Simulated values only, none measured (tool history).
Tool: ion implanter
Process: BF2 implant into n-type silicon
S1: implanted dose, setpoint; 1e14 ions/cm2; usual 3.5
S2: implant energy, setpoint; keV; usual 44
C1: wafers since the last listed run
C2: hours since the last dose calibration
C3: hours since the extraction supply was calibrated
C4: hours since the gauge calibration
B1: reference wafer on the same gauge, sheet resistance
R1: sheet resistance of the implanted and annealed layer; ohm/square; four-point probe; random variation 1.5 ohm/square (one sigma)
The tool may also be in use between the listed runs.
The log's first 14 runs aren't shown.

| run | day | S1 | S2 | C1 | C2 | C3 | C4 | B1 | R1 |
|---|---|---|---|---|---|---|---|---|---|
| 15 | 21.225 | 2.48 | 30 | 401 | 307.3 | 200.3 | 1431.4 | 327.27 | 448.12 |
| 16 | 22.312 | 3.15 | 59 | 369 | 333.4 | 226.4 | 1457.5 | 327.21 | 344.71 |
| 17 | 22.817 | 4.28 | 44 | 171 | 345.5 | 238.5 | 1469.6 | 327.14 | 269.45 |
| 18 | 23.392 | 4.14 | 57.5 | 195 | 359.3 | 252.3 | 1483.4 | 326.96 | 270.54 |
| 19 | 24.833 | 3.5 | 44 | 489 | 393.9 | 286.9 | 1518 | 327.06 | 322.1 |
| 20 | 25.675 | 3.2 | 40 | 285 | 414.1 | 307.1 | 1538.2 | 327.57 | 350.75 |
| 21 | 26.854 | 4.54 | 52 | 400 | 442.4 | 335.4 | 1566.5 | 326.75 | 250.49 |
| 22 | 27.454 | 3.5 | 44 | 203 | 456.8 | 349.8 | 1580.9 | 326.95 | 324.49 |
| 23 | 28.567 | 3.5 | 39 | 377 | 483.5 | 376.5 | 1607.6 | 327.09 | 324.6 |
| 24 | 29.567 | 3.5 | 44 | 339 | 507.5 | 400.5 | 1631.6 | 327.13 | 322 |
| 25 | 30.283 | 3.87 | 31 | 243 | 524.7 | 417.7 | 1648.8 | 327.05 | 307.1 |
|  | 30.925 | gauge calibrated |
| 26 | 31.146 | 4.29 | 44 | 292 | 545.4 | 438.4 | 5.3 | 326.88 | 267.73 |
| 27 | 32.579 | 3.5 | 44 | 486 | 579.8 | 472.8 | 39.7 | 327.01 | 322.41 |
| 28 | 33.379 | 4.04 | 36 | 271 | 599 | 492 | 58.9 | 327.19 | 286.92 |
| 29 | 34.875 | 3.5 | 44 | 507 | 634.9 | 527.9 | 94.8 | 326.91 | 321.5 |
| 30 | 35.5 | 2.89 | 37 | 212 | 649.9 | 542.9 | 109.8 | 327.06 | 386.38 |

The next listed run, before its measurement:
| 31 | 36.196 | 3.5 | 44 | 236 | 666.6 | 559.6 | 126.5 | ? | ? |

Run 31 gave B1 327.05, R1 321.89 ohm/square.
Without the tool's hidden state the same run would have given R1 325.6 ohm/square.
